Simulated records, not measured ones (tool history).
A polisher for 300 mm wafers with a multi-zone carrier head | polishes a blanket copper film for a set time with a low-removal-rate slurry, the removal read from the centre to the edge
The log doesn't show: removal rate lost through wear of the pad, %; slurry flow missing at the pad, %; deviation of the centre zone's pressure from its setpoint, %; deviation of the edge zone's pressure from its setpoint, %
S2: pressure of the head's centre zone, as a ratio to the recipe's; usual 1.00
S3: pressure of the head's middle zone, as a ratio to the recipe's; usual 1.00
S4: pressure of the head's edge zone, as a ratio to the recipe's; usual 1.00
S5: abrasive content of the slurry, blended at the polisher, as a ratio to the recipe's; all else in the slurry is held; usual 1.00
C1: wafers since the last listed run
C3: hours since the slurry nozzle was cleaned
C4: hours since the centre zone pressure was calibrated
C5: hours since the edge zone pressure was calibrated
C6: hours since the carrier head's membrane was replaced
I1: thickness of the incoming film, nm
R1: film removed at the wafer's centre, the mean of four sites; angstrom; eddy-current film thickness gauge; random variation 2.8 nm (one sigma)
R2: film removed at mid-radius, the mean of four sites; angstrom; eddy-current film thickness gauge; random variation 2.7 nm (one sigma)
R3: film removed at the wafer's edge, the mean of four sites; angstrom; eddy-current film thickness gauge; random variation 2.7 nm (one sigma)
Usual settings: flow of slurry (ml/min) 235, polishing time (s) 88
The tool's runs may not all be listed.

Run 1, day 0.000: usual settings but S2 0.94; C1 0; wafers polished on this pad 512; C3 15.0; C4 78.2; C5 700.9; C6 1161.0; I1 947.2. Result: R1 3221 angstrom, R2 3575 angstrom, R3 3526 angstrom.
Run 2, day 1.442: usual settings; C1 190; wafers polished on this pad 702; C3 49.6; C4 112.8; C5 735.5; C6 1195.6; I1 951.9. Result: R1 3389 angstrom, R2 3539 angstrom, R3 3546 angstrom.
At day 1.712: worn pad replaced by a new one.
Run 3, day 2.329: usual settings; C1 95; wafers polished on this pad 81; C3 70.9; C4 134.1; C5 756.8; C6 1216.9; I1 923.4. Result: R1 3406 angstrom, R2 3579 angstrom, R3 3512 angstrom.
Run 4, day 4.867: usual settings; C1 335; wafers polished on this pad 416; C3 131.8; C4 195.0; C5 817.7; C6 1277.8; I1 954.6. Result: R1 3412 angstrom, R2 3543 angstrom, R3 3528 angstrom.
Run 5, day 6.354: usual settings; C1 196; wafers polished on this pad 613; C3 167.5; C4 230.7; C5 853.4; C6 1313.5; I1 942.6. Result: R1 3449 angstrom, R2 3567 angstrom, R3 3486 angstrom.
Run 6, day 7.529: usual settings; C1 155; wafers polished on this pad 768; C3 195.7; C4 258.9; C5 881.6; C6 1341.7; I1 937.4. Result: R1 3448 angstrom, R2 3526 angstrom, R3 3555 angstrom.
At day 7.617: slurry nozzle cleaned.
Run 7, day 8.404: usual settings but S2 1.07, polishing time (s) 106; C1 110; wafers polished on this pad 878; C3 18.9; C4 279.9; C5 902.6; C6 1362.7; I1 940.6. Result: R1 4381 angstrom, R2 4270 angstrom, R3 4231 angstrom.
At day 8.596: worn pad replaced by a new one.
Run 8, day 9.192: usual settings but S2 1.07, polishing time (s) 106; C1 82; wafers polished on this pad 78; C3 37.8; C4 298.8; C5 921.5; C6 1381.6; I1 946.8. Result: R1 4406 angstrom, R2 4263 angstrom, R3 4180 angstrom.
At day 10.158: edge zone pressure recalibrated.
Run 9, day 10.179: usual settings but S2 1.07, polishing time (s) 106; C1 119; wafers polished on this pad 198; C3 61.5; C4 322.5; C5 0.5; C6 1405.3; I1 947.8. Result: R1 4376 angstrom, R2 4312 angstrom, R3 4188 angstrom.
Run 10, day 11.067: usual settings but S3 0.93, polishing time (s) 71; C1 117; wafers polished on this pad 315; C3 82.8; C4 343.8; C5 21.8; C6 1426.6; I1 943.7. Result: R1 2769 angstrom, R2 2694 angstrom, R3 2840 angstrom.
At day 11.758: centre zone pressure recalibrated.
Run 11, day 11.842: usual settings but flow of slurry (ml/min) 315, S2 1.05, S4 1.04, polishing time (s) 72; C1 91; wafers polished on this pad 406; C3 101.4; C4 2.0; C5 40.4; C6 1445.2; I1 946.8. Result: R1 3037 angstrom, R2 3000 angstrom, R3 2956 angstrom.
Run 12, day 12.850: usual settings; C1 133; wafers polished on this pad 540; C3 125.6; C4 26.2; C5 64.6; C6 1469.4; I1 934.4. Result: R1 3475 angstrom, R2 3579 angstrom, R3 3459 angstrom.
Run 13, day 14.279: usual settings but flow of slurry (ml/min) 310, S3 1.09; C1 188; wafers polished on this pad 728; C3 159.9; C4 60.5; C5 98.9; C6 1503.7; I1 938.1. Result: R1 3509 angstrom, R2 3935 angstrom, R3 3605 angstrom.
At day 15.296: worn pad replaced by a new one.
At day 15.679: carrier head's membrane replaced by a new one.
Run 14, day 15.700: usual settings; C1 138; wafers polished on this pad 25; C3 194.0; C4 94.6; C5 133.0; C6 0.5; I1 936.7. Result: R1 3382 angstrom, R2 3548 angstrom, R3 3511 angstrom.
At day 15.854: slurry nozzle cleaned.
Run 15, day 16.633: usual settings but S5 1.20; C1 117; wafers polished on this pad 143; C3 18.7; C4 117.0; C5 155.4; C6 22.9; I1 956.7. Result: R1 3506 angstrom, R2 3676 angstrom, R3 3609 angstrom.
Run 16, day 17.954: usual settings; C1 174; wafers polished on this pad 318; C3 50.4; C4 148.7; C5 187.1; C6 54.6; I1 932.6. Result: R1 3424 angstrom, R2 3549 angstrom, R3 3509 angstrom.
Run 17, day 19.283: usual settings but S4 0.92; C1 175; wafers polished on this pad 493; C3 82.3; C4 180.6; C5 219.0; C6 86.5; I1 939.0. Result: R1 3401 angstrom, R2 3585 angstrom, R3 3400 angstrom.
Run 18, day 20.654: usual settings; C1 181; wafers polished on this pad 674; C3 115.2; C4 213.5; C5 251.9; C6 119.4; I1 946.0. Result: R1 3444 angstrom, R2 3545 angstrom, R3 3492 angstrom.
Run 19, day 21.383: usual settings but S3 0.94, S5 0.80; C1 96; wafers polished on this pad 771; C3 132.7; C4 231.0; C5 269.4; C6 136.9; I1 922.0. Result: R1 3284 angstrom, R2 3245 angstrom, R3 3356 angstrom.
Run 20, day 21.917: usual settings but S3 1.11, polishing time (s) 64; C1 70; wafers polished on this pad 841; C3 145.5; C4 243.8; C5 282.2; C6 149.7; I1 943.9. Result: R1 2494 angstrom, R2 2793 angstrom, R3 2528 angstrom.

5 ways to go on from here, each from the tool as it stands after run 20. What would each give?
Run A, day 21.938: usual settings; C1 2; wafers polished on this pad 844; C3 146.0; C4 244.3; C5 282.7; C6 150.2; I1 930.9. Result: R1 ?, R2 ?, R3 ?.
Run B, day 21.938: usual settings but S5 0.75, polishing time (s) 101; C1 2; wafers polished on this pad 844; C3 146.0; C4 244.3; C5 282.7; C6 150.2; I1 930.9. Result: R1 ?, R2 ?, R3 ?.
Run C, day 21.938: usual settings but flow of slurry (ml/min) 260, S3 0.92, S5 1.30, polishing time (s) 60; C1 2; wafers polished on this pad 844; C3 146.0; C4 244.3; C5 282.7; C6 150.2; I1 930.9. Result: R1 ?, R2 ?, R3 ?.
Run D, day 21.938: usual settings but polishing time (s) 105; C1 2; wafers polished on this pad 844; C3 146.0; C4 244.3; C5 282.7; C6 150.2; I1 930.9. Result: R1 ?, R2 ?, R3 ?.
Run E, day 21.938: usual settings but S2 1.06, S3 1.09, S4 0.97, polishing time (s) 111; C1 2; wafers polished on this pad 844; C3 146.0; C4 244.3; C5 282.7; C6 150.2; I1 930.9. Result: R1 ?, R2 ?, R3 ?.

run    R1    R2    R3
  A  3445  3495  3532
  B  3751  3807  3847
  C  2503  2369  2560
  D  4110  4171  4215
  E  4603  4738  4407
Without the tool's hidden state the same runs would have given:
run    R1    R2    R3
  A  3445  3495  3532
  B  3751  3807  3847
  C  2503  2369  2560
  D  4110  4171  4215
  E  4603  4738  4407
